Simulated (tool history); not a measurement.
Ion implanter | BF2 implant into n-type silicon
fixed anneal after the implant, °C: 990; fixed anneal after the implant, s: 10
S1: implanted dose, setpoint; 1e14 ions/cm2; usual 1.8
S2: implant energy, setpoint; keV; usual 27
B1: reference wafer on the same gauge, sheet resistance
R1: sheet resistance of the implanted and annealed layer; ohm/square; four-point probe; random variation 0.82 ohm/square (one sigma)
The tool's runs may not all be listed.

| run | hour | S1 | S2 | B1 | R1 |
|---|---|---|---|---|---|
| 1 | 0 | 1.8 | 27 | 580.99 | 556.15 |
| 2 | 34.1 | 1.8 | 27 | 581 | 555.36 |
| 3 | 66.3 | 1.8 | 27 | 580.84 | 557.44 |
| 4 | 101.8 | 1.8 | 27 | 580.83 | 555.14 |
| 5 | 151.1 | 1.8 | 27 | 580.89 | 554.84 |
| 6 | 177.2 | 1.45 | 33 | 581.03 | 646.64 |
| 7 | 238.4 | 1.45 | 33 | 580.88 | 645.12 |
| 8 | 272.7 | 1.8 | 27 | 581.12 | 556.79 |
| 9 | 343.2 | 1.8 | 27 | 581.13 | 556.14 |
| 10 | 369 | 1.8 | 27 | 580.78 | 556.04 |
|  | 405.3 | Faraday cup replaced and dose calibrated |
| 11 | 405.8 | 1.8 | 27 | 581.07 | 548.65 |
| 12 | 435.1 | 1.8 | 27 | 580.91 | 550.95 |
| 13 | 496.3 | 1.8 | 27 | 580.93 | 552.51 |
| 14 | 537.5 | 1.8 | 27 | 580.97 | 552.95 |
| 15 | 601.1 | 1.8 | 27 | 581.12 | 552.6 |
| 16 | 662.2 | 2.31 | 33 | 580.98 | 446.52 |
| 17 | 701.8 | 2.12 | 27 | 581.08 | 483.27 |
| 18 | 750.8 | 1.29 | 23 | 581.03 | 747.85 |
| 19 | 796.8 | 2.04 | 32.5 | 580.91 | 495 |
|  | 935.2 | extraction supply calibrated |
| 20 | 1001.3 | 1.53 | 23 | 580.94 | 649.65 |
| 21 | 1051.3 | 1.8 | 27 | 580.97 | 555.94 |
| 22 | 1107.9 | 1.99 | 27 | 581.2 | 511.7 |
| 23 | 1150.8 | 1.8 | 27 | 580.93 | 556.64 |
| 24 | 1210.8 | 1.8 | 27 | 581.06 | 557.2 |
| 25 | 1269.8 | 1.8 | 27 | 581.04 | 556.22 |
| 26 | 1296.4 | 1.59 | 27 | 580.96 | 616.14 |
|  | 1331.6 | Faraday cup replaced and dose calibrated |
| 27 | 1345.5 | 1.8 | 30.5 | 581.11 | 544.2 |
| 28 | 1387.8 | 1.58 | 27 | 580.95 | 613.51 |
| 29 | 1447.2 | 2.12 | 19 | 580.95 | 495.42 |
| 30 | 1498.2 | 2.29 | 33.5 | 581.07 | 447.51 |
| 31 | 1524.8 | 2.13 | 27 | 580.89 | 480.13 |
|  | 1547.3 | gauge calibrated |
| 32 | 1557 | 1.94 | 27 | 580.87 | 519.99 |
| 33 | 1757.3 | 1.8 | 20.5 | 581.11 | 571.03 |
| 34 | 1802.4 | 2.25 | 19.5 | 580.99 | 472.99 |
| 35 | 1943 | 2.22 | 32.5 | 580.95 | 461.67 |
| 36 | 1991.4 | 1.29 | 21 | 581.03 | 763.39 |
| 37 | 2023.6 | 1.26 | 27 | 580.95 | 745.39 |
| 38 | 2068.1 | 1.42 | 34.5 | 581.06 | 653.92 |

3 ways to go on from here, each from the tool as it stands after run 38. What would each give?
| A | 2068.5 | 1.8 | 27 | ? | ? |
| B | 2068.5 | 1.8 | 18.5 | ? | ? |
| C | 2068.5 | 2.05 | 21.5 | ? | ? |

| run | B1 | R1 |
|---|---|---|
| A | 581.2 | 556.68 |
| B | 581.2 | 578.19 |
| C | 581.2 | 508.12 |
Without the tool's hidden state the same runs would have given:
| run | R1 |
|---|---|
| A | 550.1 |
| B | 570.84 |
| C | 501.86 |

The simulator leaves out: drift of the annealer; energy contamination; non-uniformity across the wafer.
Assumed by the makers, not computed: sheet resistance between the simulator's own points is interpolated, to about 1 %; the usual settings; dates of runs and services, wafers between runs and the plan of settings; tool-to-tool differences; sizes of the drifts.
